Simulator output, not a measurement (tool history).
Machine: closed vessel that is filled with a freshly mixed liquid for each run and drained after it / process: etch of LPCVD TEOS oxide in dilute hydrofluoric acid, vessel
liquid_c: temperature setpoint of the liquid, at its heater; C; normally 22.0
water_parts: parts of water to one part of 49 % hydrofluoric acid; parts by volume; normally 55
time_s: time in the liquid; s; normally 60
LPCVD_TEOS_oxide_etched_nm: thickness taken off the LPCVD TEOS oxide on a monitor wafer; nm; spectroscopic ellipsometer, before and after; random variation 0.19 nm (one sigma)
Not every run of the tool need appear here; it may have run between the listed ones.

run	day	liquid_c	water_parts	time_s	read-back film thickness of the LPCVD TEOS oxide reference wafer, read on the same gauge (nm)	LPCVD_TEOS_oxide_etched_nm
1	0.000	22.0	55	60	79.99	41.68
2	1.404	23.0	55	60	80.00	43.42
3	3.200	23.0	55	60	80.01	43.21
4	5.292	22.0	55	35	79.98	24.13
5	7.475	22.0	55	35	80.00	24.14
6	10.112	22.0	55	35	80.05	24.01
7	12.588	22.0	55	60	80.02	40.98
8	13.704	22.0	55	60	80.01	40.87
9	14.733	22.0	55	60	80.01	41.00
10	16.546	22.0	55	60	80.04	41.14
11	19.138	22.0	55	30	80.01	20.55
# day 20.183: gauge calibrated
12	21.412	22.0	55	60	79.99	40.55
13	24.046	22.0	55	30	80.00	20.37
14	25.146	22.0	55	60	79.99	40.50
# day 26.079: hydrofluoric acid flow meter replaced
# day 26.904: thermometer replaced
15	27.683	18.5	80	45	80.02	19.30
16	29.808	17.0	40	35	79.99	29.38
17	32.696	18.0	85	90	80.01	35.36
18	35.708	24.5	55	35	80.01	28.88
19	36.829	17.5	85	70	80.02	26.63
20	38.358	18.5	40	40	79.97	35.49

What if the next run were any one of these 4? Each begins from the tool's condition after run 20:
A	38.388	22.0	55	60	?	?
B	38.388	23.5	55	95	?	?
C	38.388	23.5	55	60	?	?
D	38.388	22.0	75	60	?	?

run	read-back film thickness of the LPCVD TEOS oxide reference wafer, read on the same gauge (nm)	LPCVD_TEOS_oxide_etched_nm
A	80.00	44.19
B	80.00	74.46
C	80.00	47.03
D	80.00	31.62
What these runs would have given with no unlogged condition in the tool:
run	LPCVD_TEOS_oxide_etched_nm
A	44.89
B	75.63
C	47.77
D	32.12
